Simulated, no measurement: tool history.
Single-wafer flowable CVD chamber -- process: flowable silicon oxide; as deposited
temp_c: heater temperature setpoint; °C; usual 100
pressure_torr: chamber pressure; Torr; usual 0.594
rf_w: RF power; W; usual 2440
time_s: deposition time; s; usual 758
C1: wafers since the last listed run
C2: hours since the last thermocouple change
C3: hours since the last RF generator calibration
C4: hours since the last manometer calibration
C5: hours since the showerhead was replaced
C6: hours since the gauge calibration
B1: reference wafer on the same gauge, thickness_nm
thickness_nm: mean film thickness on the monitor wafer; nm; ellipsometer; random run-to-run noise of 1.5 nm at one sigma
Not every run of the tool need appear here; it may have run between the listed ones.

Run 1, hour 0: usual settings; C1 0; C2 463.7; C3 1294.1; C4 2109; C5 2027; C6 546.9; B1 352.019. Result: thickness_nm 341.233 nm.
Run 2, hour 54.7: usual settings; C1 105; C2 518.4; C3 1348.8; C4 2163.7; C5 2081.7; C6 601.6; B1 351.792. Result: thickness_nm 342.125 nm.
Run 3, hour 106.3: usual settings; C1 99; C2 570; C3 1400.4; C4 2215.3; C5 2133.3; C6 653.2; B1 351.188. Result: thickness_nm 341.879 nm.
Run 4, hour 174.1: usual settings; C1 130; C2 637.8; C3 1468.2; C4 2283.1; C5 2201.1; C6 721; B1 352.274. Result: thickness_nm 344.326 nm.
Run 5, hour 225: usual settings; C1 97; C2 688.7; C3 1519.1; C4 2334; C5 2252; C6 771.9; B1 351.407. Result: thickness_nm 345.066 nm.
Run 6, hour 273.1: usual settings but pressure_torr 0.523 Torr; C1 92; C2 736.8; C3 1567.2; C4 2382.1; C5 2300.1; C6 820; B1 352.274. Result: thickness_nm 313.55 nm.
Run 7, hour 325.2: usual settings but pressure_torr 0.5 Torr; C1 100; C2 788.9; C3 1619.3; C4 2434.2; C5 2352.2; C6 872.1; B1 352.05. Result: thickness_nm 303.88 nm.
Run 8, hour 383.7: usual settings but pressure_torr 0.5 Torr; C1 112; C2 847.4; C3 1677.8; C4 2492.7; C5 2410.7; C6 930.6; B1 351.691. Result: thickness_nm 301.205 nm.
Run 9, hour 419.3: usual settings but pressure_torr 0.5 Torr; C1 68; C2 883; C3 1713.4; C4 2528.3; C5 2446.3; C6 966.2; B1 351.9. Result: thickness_nm 302.625 nm.
At hour 449.8: showerhead replaced.
At hour 467.8: capacitance manometer re-zeroed and calibrated.
Run 10, hour 472.1: usual settings; C1 70; C2 935.8; C3 1766.2; C4 4.3; C5 22.3; C6 1019; B1 352.681. Result: thickness_nm 350.796 nm.
Run 11, hour 534.8: usual settings; C1 120; C2 998.5; C3 1828.9; C4 67; C5 85; C6 1081.7; B1 352.216. Result: thickness_nm 347.512 nm.
Run 12, hour 603.8: usual settings but pressure_torr 0.693 Torr, time_s 610 s; C1 132; C2 1067.5; C3 1897.9; C4 136; C5 154; C6 1150.7; B1 351.635. Result: thickness_nm 319.933 nm.
Run 13, hour 668.1: usual settings but temp_c 93 °C, pressure_torr 0.505 Torr, rf_w 2180 W; C1 123; C2 1131.8; C3 1962.2; C4 200.3; C5 218.3; C6 1215; B1 351.645. Result: thickness_nm 396.765 nm.
At hour 673.6: gauge calibrated.
At hour 713.9: thermocouple changed; heater temperature recalibrated.
At hour 719.5: RF generator calibrated.
Run 14, hour 720: usual settings but temp_c 93 °C, pressure_torr 0.505 Torr, rf_w 2670 W, time_s 847 s; C1 73; C2 6.1; C3 0.5; C4 252.2; C5 270.2; C6 46.4; B1 351.966. Result: thickness_nm 476.708 nm.
Run 15, hour 747: usual settings but temp_c 88 °C, pressure_torr 0.459 Torr; C1 51; C2 33.1; C3 27.5; C4 279.2; C5 297.2; C6 73.4; B1 351.951. Result: thickness_nm 466.022 nm.

Run 16 is up next; what results do you expect?
Run 16, hour 784.9: usual settings but pressure_torr 0.727 Torr; C1 72; C2 71; C3 65.4; C4 317.1; C5 335.1; C6 111.3; B1 ?. Result: thickness_nm ?.

Run 16 gave B1 352.4, thickness_nm 436.464 nm.
With no hidden state in the tool, this same run would have given thickness_nm 393.937 nm.
